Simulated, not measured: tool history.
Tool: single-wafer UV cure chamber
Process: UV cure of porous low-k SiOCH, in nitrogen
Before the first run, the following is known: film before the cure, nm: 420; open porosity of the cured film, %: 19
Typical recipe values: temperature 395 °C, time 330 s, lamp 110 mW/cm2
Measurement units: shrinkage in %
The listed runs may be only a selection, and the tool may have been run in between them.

run,hour,temperature,time,lamp,shrinkage
1,0,395,330,110,14.169
2,7.6,395,330,110,14.2
3,17.7,395,330,132,15.064
4,31.4,395,330,132,14.987
5,43.1,395,330,132,14.992
6,58.1,395,330,110,13.944
7,75.9,395,330,110,14.087
8,90.7,395,330,110,13.837
9,102.6,395,330,110,13.927
10,118.5,384,330,110,13.69
11,125.1,395,330,110,13.911
12,138.5,395,330,110,13.926
13,158,395,330,110,13.978
14,165.4,395,330,110,13.715
15,180,395,330,110,13.805
16,194.1,395,330,110,14.033
17,205.4,395,330,110,14.116
18,215.3,395,330,99,13.448
# hour 224.1: quartz window cleaned
19,228.8,395,330,99,12.701
20,242.5,395,330,110,13.596
21,256.5,395,330,110,13.062
22,263.4,395,330,110,13.137
23,274.4,395,140,110,8.974
# hour 327.5: quartz window cleaned, repeated, since the last time left the tool worse
24,328,413,140,124,11.19
25,341.3,408,330,110,14.64
26,352.3,395,330,99,13.743
27,359,378,160,87,9.383
28,366.1,402,175,110,11.044
29,377.2,402,490,140,17.464
30,394.4,395,330,110,14.07
31,407.6,383,415,99,14.558
32,419.5,379,330,71,11.499
# hour 436.1: UV bulbs replaced
33,436.6,379,170,72,8.277
34,446.7,395,330,110,14.098
35,461.7,395,330,110,14.256
36,477.6,395,200,129,12.313
37,488.7,395,515,110,16.092
38,496.7,383,415,99,14.678
39,507.1,389,330,82,12.433
40,517.8,395,390,91,13.571
41,535.1,395,330,110,13.773
42,545.7,395,330,100,13.328
43,553.4,409,520,77,14.576
44,570,395,330,110,13.582
45,582.2,395,330,110,13.825

Measured result minus the same run's result without the hidden state. Both carry the same run-to-run variation, though not necessarily the same gauge scatter:
Hidden state at play: lamp output below its setpoint, %; transmission lost against a clean window, %.
run,shrinkage
1,-0.338
2,-0.36
3,-0.39
4,-0.42
5,-0.444
6,-0.46
7,-0.491
8,-0.5
9,-0.516
10,-0.528
11,-0.536
12,-0.546
13,-0.56
14,-0.553
15,-0.563
16,-0.579
17,-0.586
18,-0.578
19,-1.062
20,-1.206
21,-1.246
22,-1.294
23,-1.217
24,-0.063
25,-0.148
26,-0.202
27,-0.213
28,-0.248
29,-0.32
30,-0.373
31,-0.418
32,-0.421
33,-0.412
34,-0.507
35,-0.54
36,-0.536
37,-0.576
38,-0.593
39,-0.572
40,-0.584
41,-0.604
42,-0.607
43,-0.624
44,-0.616
45,-0.633

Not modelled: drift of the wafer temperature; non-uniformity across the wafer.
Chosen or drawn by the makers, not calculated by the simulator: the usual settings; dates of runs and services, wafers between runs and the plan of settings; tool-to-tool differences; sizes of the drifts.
